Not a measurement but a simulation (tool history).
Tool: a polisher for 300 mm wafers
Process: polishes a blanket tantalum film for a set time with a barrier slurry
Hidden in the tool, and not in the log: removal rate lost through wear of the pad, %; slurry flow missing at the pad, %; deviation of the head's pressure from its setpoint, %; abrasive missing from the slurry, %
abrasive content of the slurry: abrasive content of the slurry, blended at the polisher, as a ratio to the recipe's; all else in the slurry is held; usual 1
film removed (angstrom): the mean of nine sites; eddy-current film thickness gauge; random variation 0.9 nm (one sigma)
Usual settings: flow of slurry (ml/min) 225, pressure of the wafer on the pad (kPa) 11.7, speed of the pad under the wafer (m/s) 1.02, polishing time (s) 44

run   hour  flow of slurry (ml/min)  pressure of the wafer on the pad (kPa)  speed of the pad under the wafer (m/s)  abrasive content of the slurry  polishing time (s)  wafers since the last listed run  wafers polished on this pad  hours since the slurry nozzle was cleaned  hours since the head pressure was calibrated  hours since the slurry blender was calibrated  incoming thickness of the incoming film, nm  film removed (angstrom)
  1      0                      225                                    11.7                                    1.02                            1.05                  44                                 0                         1705                                      506.5                                         500.6                                           52.8                                        339.8                      705
  2     20                      225                                    11.7                                    1.02                            1.05                  44                               277                         1982                                      526.5                                         520.6                                           72.8                                        340.3                      685
      42.5  -- worn pad replaced by a new one, of another model than before
  3   53.1                      225                                    11.7                                    1.02                            1.05                  44                               403                          146                                      559.6                                         553.7                                          105.9                                        342.9                      692
  4   75.9                      225                                    11.7                                    1.02                               1                  44                               316                          463                                      582.4                                         576.5                                          128.7                                        336.9                      657
  5    101                      225                                    11.7                                    1.02                            0.85                  44                               348                          811                                      607.5                                         601.6                                          153.8                                        344.9                      616
  6  114.4                      225                                    11.7                                    1.02                            0.85                  44                               185                          997                                      620.9                                           615                                          167.2                                        342.2                      619
     133.9  -- slurry nozzle cleaned
  7  148.2                      225                                    11.7                                    1.02                               1                  44                               455                         1452                                       14.3                                         648.8                                            201                                        339.6                      629
     154.2  -- slurry blender recalibrated
  8  164.8                      225                                    11.7                                    1.02                               1                  44                               202                         1655                                       30.9                                         665.4                                           10.6                                        335.7                      697
  9  191.4                      225                                    11.7                                    1.02                               1                  44                               369                         2024                                       57.5                                           692                                           37.2                                        338.3                      675
 10  219.2                      225                                    11.7                                    1.02                               1                  44                               385                         2409                                       85.3                                         719.8                                             65                                        335.9                      681
     234.4  -- head pressure recalibrated
 11  234.9                      225                                    10.3                                    1.02                               1                  47                               190                         2599                                        101                                           0.5                                           80.7                                        341.7                      648
 12  261.8                      225                                    11.7                                    1.02                               1                  44                               373                         2973                                      127.9                                          27.4                                          107.6                                        340.2                      669
     267.6  -- worn pad replaced by a new one
 13  294.4                      225                                    11.7                                    1.02                               1                  44                               396                          371                                      160.5                                            60                                          140.2                                        345.9                      652
 14  308.6                      225                                    14.5                                    1.02                               1                  44                               197                          568                                      174.7                                          74.2                                          154.4                                        342.7                      783
 15  332.4                      225                                    11.7                                    1.02                               1                  44                               330                          898                                      198.5                                            98                                          178.2                                        340.1                      643
 16  360.2                      225                                    11.7                                    0.76                            0.85                  44                               385                         1284                                      226.3                                         125.8                                            206                                        341.6                      506
     375.3  -- slurry blender recalibrated
 17  375.8                      225                                    13.8                                    1.02                               1                  56                               188                         1472                                      241.9                                         141.4                                            0.5                                        341.3                     1037
 18  407.3                      225                                    11.7                                    1.02                               1                  44                               437                         1909                                      273.4                                         172.9                                             32                                        344.2                      714
 19  422.6                      225                                     7.6                                    1.02                               1                  44                               212                         2122                                      288.7                                         188.2                                           47.3                                        337.4                      466
 20  456.5                      175                                    11.7                                    0.66                               1                  44                               470                         2592                                      322.6                                         222.1                                           81.2                                          347                      498
     467.8  -- worn pad replaced by a new one
 21  473.1                      225                                    11.7                                    1.18                               1                  44                               174                           73                                      339.2                                         238.7                                           97.8                                        338.1                      725
 22  494.3                      225                                    11.7                                    1.02                               1                  44                               294                          367                                      360.4                                         259.9                                            119                                        343.7                      665
 23  512.5                      150                                    14.5                                    1.02                             0.8                  48                               252                          620                                      378.6                                         278.1                                          137.2                                        339.3                      690
 24  569.8                      160                                    11.7                                    1.02                               1                  59                               794                         1415                                      435.9                                         335.4                                          194.5                                          339                      754
 25  586.3                      155                                    10.3                                    1.02                             1.3                  44                               228                         1644                                      452.4                                         351.9                                            211                                        338.5                      515
     617.5  -- slurry blender recalibrated
 26  619.3                      285                                    11.7                                     0.8                               1                  44                               430                         2074                                      485.4                                         384.9                                            1.8                                        343.3                      637
 27  636.1                      160                                    11.7                                    1.02                               1                  59                               233                         2307                                      502.2                                         401.7                                           18.6                                        335.1                      849
 28  669.6                      180                                    11.7                                    1.02                               1                  48                               464                         2771                                      535.7                                         435.2                                           52.1                                        338.2                      707
     679.5  -- worn pad replaced by a new one
 29  697.7                      225                                    11.7                                    1.02                               1                  44                               334                          252                                      563.8                                         463.3                                           80.2                                        339.6                      674
 30  715.6                      225                                     9.7                                    1.02                            1.15                  44                               248                          500                                      581.7                                         481.2                                           98.1                                        341.7                      581

4 ways to go on from here, each from the tool as it stands after run 30. What would each give?
  A   716                      225                                    11.7                                    1.02                               1                  44                                 5                          506                                      582.1                                         481.6                                           98.5                                        338.9                        ?
  B   716                      225                                    11.7                                    1.02                            1.25                  44                                 5                          506                                      582.1                                         481.6                                           98.5                                        338.9                        ?
  C   716                      295                                    11.7                                     1.3                             0.9                  56                                 5                          506                                      582.1                                         481.6                                           98.5                                        338.9                        ?
  D   716                      225                                    11.7                                     0.8                               1                  44                                 5                          506                                      582.1                                         481.6                                           98.5                                        338.9                        ?

run  film removed (angstrom)
  A                      660
  B                      702
  C                      982
  D                      580
Without the tool's hidden state the same runs would have given:
run  film removed (angstrom)
  A                      702
  B                      741
  C                     1048
  D                      616

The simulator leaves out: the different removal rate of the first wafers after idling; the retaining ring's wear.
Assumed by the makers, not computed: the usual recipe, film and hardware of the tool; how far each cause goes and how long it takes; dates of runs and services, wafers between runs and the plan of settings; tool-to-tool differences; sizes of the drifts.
